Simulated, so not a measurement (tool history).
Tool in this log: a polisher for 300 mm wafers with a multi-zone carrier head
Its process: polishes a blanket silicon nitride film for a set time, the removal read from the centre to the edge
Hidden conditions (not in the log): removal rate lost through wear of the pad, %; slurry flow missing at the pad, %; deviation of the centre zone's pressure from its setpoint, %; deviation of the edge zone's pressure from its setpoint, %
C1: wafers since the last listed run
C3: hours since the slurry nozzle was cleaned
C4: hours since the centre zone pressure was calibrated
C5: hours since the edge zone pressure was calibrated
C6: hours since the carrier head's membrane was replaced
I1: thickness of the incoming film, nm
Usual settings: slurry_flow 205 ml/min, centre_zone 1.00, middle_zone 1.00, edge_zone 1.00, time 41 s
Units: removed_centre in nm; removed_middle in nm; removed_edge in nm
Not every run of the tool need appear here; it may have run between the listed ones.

{"run": 1, "hour": 0.0, "slurry_flow": 205, "centre_zone": 1.0, "middle_zone": 1.0, "edge_zone": 1.0, "time": 41, "C1": 0, "wafers polished on this pad": 2749, "C3": 382.4, "C4": 50.3, "C5": 785.1, "C6": 1384.9, "I1": 386.9, "removed_centre": 75.0, "removed_middle": 75.2, "removed_edge": 76.5}
{"hour": 38.5, "done": "worn pad replaced by a new one"}
{"run": 2, "hour": 62.5, "slurry_flow": 205, "centre_zone": 1.0, "middle_zone": 1.0, "edge_zone": 1.0, "time": 41, "C1": 949, "wafers polished on this pad": 390, "C3": 444.9, "C4": 112.8, "C5": 847.6, "C6": 1447.4, "I1": 383.6, "removed_centre": 74.7, "removed_middle": 76.6, "removed_edge": 76.6}
{"run": 3, "hour": 110.4, "slurry_flow": 205, "centre_zone": 1.0, "middle_zone": 1.0, "edge_zone": 1.0, "time": 41, "C1": 777, "wafers polished on this pad": 1168, "C3": 492.8, "C4": 160.7, "C5": 895.5, "C6": 1495.3, "I1": 394.1, "removed_centre": 77.1, "removed_middle": 77.0, "removed_edge": 77.3}
{"run": 4, "hour": 138.7, "slurry_flow": 205, "centre_zone": 1.0, "middle_zone": 1.0, "edge_zone": 1.0, "time": 41, "C1": 459, "wafers polished on this pad": 1627, "C3": 521.1, "C4": 189.0, "C5": 923.8, "C6": 1523.6, "I1": 389.3, "removed_centre": 75.3, "removed_middle": 75.6, "removed_edge": 77.0}
{"run": 5, "hour": 199.3, "slurry_flow": 205, "centre_zone": 1.0, "middle_zone": 1.0, "edge_zone": 1.0, "time": 41, "C1": 983, "wafers polished on this pad": 2611, "C3": 581.7, "C4": 249.6, "C5": 984.4, "C6": 1584.2, "I1": 395.4, "removed_centre": 74.3, "removed_middle": 76.5, "removed_edge": 76.4}
{"run": 6, "hour": 230.2, "slurry_flow": 205, "centre_zone": 1.0, "middle_zone": 1.0, "edge_zone": 1.0, "time": 41, "C1": 501, "wafers polished on this pad": 3112, "C3": 612.6, "C4": 280.5, "C5": 1015.3, "C6": 1615.1, "I1": 382.3, "removed_centre": 77.2, "removed_middle": 76.3, "removed_edge": 75.4}
{"hour": 285.9, "done": "worn pad replaced by a new one"}
{"run": 7, "hour": 289.3, "slurry_flow": 205, "centre_zone": 1.0, "middle_zone": 1.0, "edge_zone": 1.0, "time": 41, "C1": 894, "wafers polished on this pad": 54, "C3": 671.7, "C4": 339.6, "C5": 1074.4, "C6": 1674.2, "I1": 388.8, "removed_centre": 75.4, "removed_middle": 75.2, "removed_edge": 77.9}
{"hour": 335.5, "done": "carrier head's membrane replaced by a new one"}
{"run": 8, "hour": 343.3, "slurry_flow": 205, "centre_zone": 1.0, "middle_zone": 1.0, "edge_zone": 1.0, "time": 41, "C1": 795, "wafers polished on this pad": 850, "C3": 725.7, "C4": 393.6, "C5": 1128.4, "C6": 7.8, "I1": 390.1, "removed_centre": 76.0, "removed_middle": 75.3, "removed_edge": 76.3}
{"run": 9, "hour": 395.4, "slurry_flow": 205, "centre_zone": 1.0, "middle_zone": 1.0, "edge_zone": 1.0, "time": 41, "C1": 845, "wafers polished on this pad": 1696, "C3": 777.8, "C4": 445.7, "C5": 1180.5, "C6": 59.9, "I1": 385.7, "removed_centre": 76.7, "removed_middle": 75.0, "removed_edge": 76.8}
{"run": 10, "hour": 427.3, "slurry_flow": 205, "centre_zone": 1.0, "middle_zone": 0.93, "edge_zone": 1.0, "time": 41, "C1": 517, "wafers polished on this pad": 2214, "C3": 809.7, "C4": 477.6, "C5": 1212.4, "C6": 91.8, "I1": 391.4, "removed_centre": 75.6, "removed_middle": 72.4, "removed_edge": 77.9}
{"hour": 453.7, "done": "slurry nozzle cleaned"}
{"run": 11, "hour": 454.2, "slurry_flow": 205, "centre_zone": 1.11, "middle_zone": 1.09, "edge_zone": 1.0, "time": 41, "C1": 420, "wafers polished on this pad": 2634, "C3": 0.5, "C4": 504.5, "C5": 1239.3, "C6": 118.7, "I1": 396.6, "removed_centre": 83.5, "removed_middle": 81.6, "removed_edge": 77.5}
{"hour": 476.0, "done": "edge zone pressure recalibrated"}
{"hour": 492.9, "done": "centre zone pressure recalibrated"}
{"hour": 527.3, "done": "worn pad replaced by a new one"}
{"run": 12, "hour": 535.9, "slurry_flow": 205, "centre_zone": 0.96, "middle_zone": 0.96, "edge_zone": 1.0, "time": 53, "C1": 1196, "wafers polished on this pad": 139, "C3": 82.2, "C4": 43.0, "C5": 59.9, "C6": 200.4, "I1": 385.7, "removed_centre": 94.6, "removed_middle": 96.0, "removed_edge": 97.9}
{"run": 13, "hour": 599.2, "slurry_flow": 205, "centre_zone": 1.0, "middle_zone": 1.0, "edge_zone": 1.0, "time": 28, "C1": 1027, "wafers polished on this pad": 1166, "C3": 145.5, "C4": 106.3, "C5": 123.2, "C6": 263.7, "I1": 393.1, "removed_centre": 52.6, "removed_middle": 51.5, "removed_edge": 51.9}
{"run": 14, "hour": 628.6, "slurry_flow": 205, "centre_zone": 1.0, "middle_zone": 1.0, "edge_zone": 1.0, "time": 41, "C1": 477, "wafers polished on this pad": 1644, "C3": 174.9, "C4": 135.7, "C5": 152.6, "C6": 293.1, "I1": 389.9, "removed_centre": 76.2, "removed_middle": 75.3, "removed_edge": 76.3}
{"run": 15, "hour": 714.4, "slurry_flow": 205, "centre_zone": 1.0, "middle_zone": 0.9, "edge_zone": 1.09, "time": 41, "C1": 1392, "wafers polished on this pad": 3037, "C3": 260.7, "C4": 221.5, "C5": 238.4, "C6": 378.9, "I1": 393.7, "removed_centre": 75.6, "removed_middle": 71.1, "removed_edge": 79.0}
{"run": 16, "hour": 755.4, "slurry_flow": 260, "centre_zone": 0.93, "middle_zone": 1.08, "edge_zone": 1.0, "time": 37, "C1": 665, "wafers polished on this pad": 3702, "C3": 301.7, "C4": 262.5, "C5": 279.4, "C6": 419.9, "I1": 394.3, "removed_centre": 66.1, "removed_middle": 74.7, "removed_edge": 70.7}
{"hour": 769.6, "done": "worn pad replaced by a new one"}
{"run": 17, "hour": 825.5, "slurry_flow": 205, "centre_zone": 0.95, "middle_zone": 0.88, "edge_zone": 0.93, "time": 47, "C1": 1073, "wafers polished on this pad": 907, "C3": 371.8, "C4": 332.6, "C5": 349.5, "C6": 490.0, "I1": 393.3, "removed_centre": 83.3, "removed_middle": 79.0, "removed_edge": 87.4}
{"run": 18, "hour": 895.5, "slurry_flow": 205, "centre_zone": 1.06, "middle_zone": 1.0, "edge_zone": 1.0, "time": 51, "C1": 1136, "wafers polished on this pad": 2044, "C3": 441.8, "C4": 402.6, "C5": 419.5, "C6": 560.0, "I1": 384.7, "removed_centre": 101.6, "removed_middle": 96.2, "removed_edge": 95.0}
{"run": 19, "hour": 936.0, "slurry_flow": 205, "centre_zone": 1.0, "middle_zone": 1.0, "edge_zone": 1.0, "time": 41, "C1": 657, "wafers polished on this pad": 2701, "C3": 482.3, "C4": 443.1, "C5": 460.0, "C6": 600.5, "I1": 398.0, "removed_centre": 76.3, "removed_middle": 74.7, "removed_edge": 76.3}
{"run": 20, "hour": 995.9, "slurry_flow": 205, "centre_zone": 1.0, "middle_zone": 1.0, "edge_zone": 1.0, "time": 54, "C1": 972, "wafers polished on this pad": 3674, "C3": 542.2, "C4": 503.0, "C5": 519.9, "C6": 660.4, "I1": 389.1, "removed_centre": 100.1, "removed_middle": 100.9, "removed_edge": 99.4}
{"hour": 1009.5, "done": "worn pad replaced by a new one"}
{"run": 21, "hour": 1060.7, "slurry_flow": 205, "centre_zone": 1.0, "middle_zone": 1.06, "edge_zone": 1.0, "time": 29, "C1": 987, "wafers polished on this pad": 831, "C3": 607.0, "C4": 567.8, "C5": 584.7, "C6": 725.2, "I1": 390.5, "removed_centre": 54.1, "removed_middle": 56.5, "removed_edge": 54.9}
{"run": 22, "hour": 1119.8, "slurry_flow": 205, "centre_zone": 1.09, "middle_zone": 0.89, "edge_zone": 1.0, "time": 41, "C1": 959, "wafers polished on this pad": 1791, "C3": 666.1, "C4": 626.9, "C5": 643.8, "C6": 784.3, "I1": 393.8, "removed_centre": 83.0, "removed_middle": 70.4, "removed_edge": 77.5}

Hidden state at the last listed run before each entry between runs and at the first one after, where it differs:
Run 1 -> run 2: worn pad replaced by a new one (hour 38.5)
  no hidden state differs between the two runs
Run 6 -> run 7: worn pad replaced by a new one (hour 285.9)
  no hidden state differs between the two runs
Run 7 -> run 8: carrier head's membrane replaced by a new one (hour 335.5)
  no hidden state differs between the two runs
Run 10 -> run 11: slurry nozzle cleaned (hour 453.7)
  no hidden state differs between the two runs
Run 11 -> run 12: edge zone pressure recalibrated (hour 476.0); centre zone pressure recalibrated (hour 492.9); worn pad replaced by a new one (hour 527.3)
  no hidden state differs between the two runs
Run 16 -> run 17: worn pad replaced by a new one (hour 769.6)
  no hidden state differs between the two runs
Run 20 -> run 21: worn pad replaced by a new one (hour 1009.5)
  no hidden state differs between the two runs
